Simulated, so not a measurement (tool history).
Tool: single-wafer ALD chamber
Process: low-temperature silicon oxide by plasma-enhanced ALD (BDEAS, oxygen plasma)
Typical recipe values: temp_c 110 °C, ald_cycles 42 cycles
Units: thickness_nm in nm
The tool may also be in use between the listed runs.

run   hour  temp_c  ald_cycles  wafers since the last listed run  hours since the last thermocouple change  hours since the gauge calibration  read-back reference wafer on the same gauge, thickness_nm  thickness_nm
  1      0     110          42                                 0                                    1273.9                              584.2                                                      5.486         5.981
  2     17     110          42                               167                                    1290.9                              601.2                                                       5.49         5.968
  3   41.7     110          42                               243                                    1315.6                              625.9                                                      5.492         5.986
  4   68.9     110          42                               267                                    1342.8                              653.1                                                      5.486         5.985
  5   99.2     110          42                               298                                    1373.1                              683.4                                                      5.489         5.964
  6  125.8     110          42                               261                                    1399.7                                710                                                      5.492         5.979
  7  179.4     102          46                               527                                    1453.3                              763.6                                                      5.491         6.624
  8  212.3     102          46                               323                                    1486.2                              796.5                                                      5.489         6.626
  9  245.5     110          40                               326                                    1519.4                              829.7                                                      5.488         5.689
 10  262.4     110          40                               166                                    1536.3                              846.6                                                       5.49          5.69
 11  286.8     110          40                               240                                    1560.7                                871                                                      5.488         5.708
 12  305.9     110          42                               187                                    1579.8                              890.1                                                      5.489         5.982
 13  324.9     110          42                               186                                    1598.8                              909.1                                                      5.487         6.011
 14  355.3     110          42                               299                                    1629.2                              939.5                                                      5.492          5.96
 15  377.5     110          42                               218                                    1651.4                              961.7                                                       5.49         6.001
 16  393.6     110          42                               158                                    1667.5                              977.8                                                      5.486         5.968
 17  415.2     110          48                               212                                    1689.1                              999.4                                                      5.493         6.823
     424.4  -- gauge calibrated
 18  449.8     101          35                               340                                    1723.7                               25.4                                                      5.491         5.046
 19  475.9     110          42                               256                                    1749.8                               51.5                                                      5.487         5.977
 20  507.1     110          42                               306                                      1781                               82.7                                                      5.491         5.968

Run 21 comes next. What will it give?
 21  537.9     100          42                               303                                    1811.8                              113.5                                                          ?             ?

Run 21 produced read-back reference wafer on the same gauge, thickness_nm 5.491, thickness_nm 6.094 nm.
If the tool had no hidden condition, the same run with the same run-to-run variation would have returned thickness_nm 6.094 nm.

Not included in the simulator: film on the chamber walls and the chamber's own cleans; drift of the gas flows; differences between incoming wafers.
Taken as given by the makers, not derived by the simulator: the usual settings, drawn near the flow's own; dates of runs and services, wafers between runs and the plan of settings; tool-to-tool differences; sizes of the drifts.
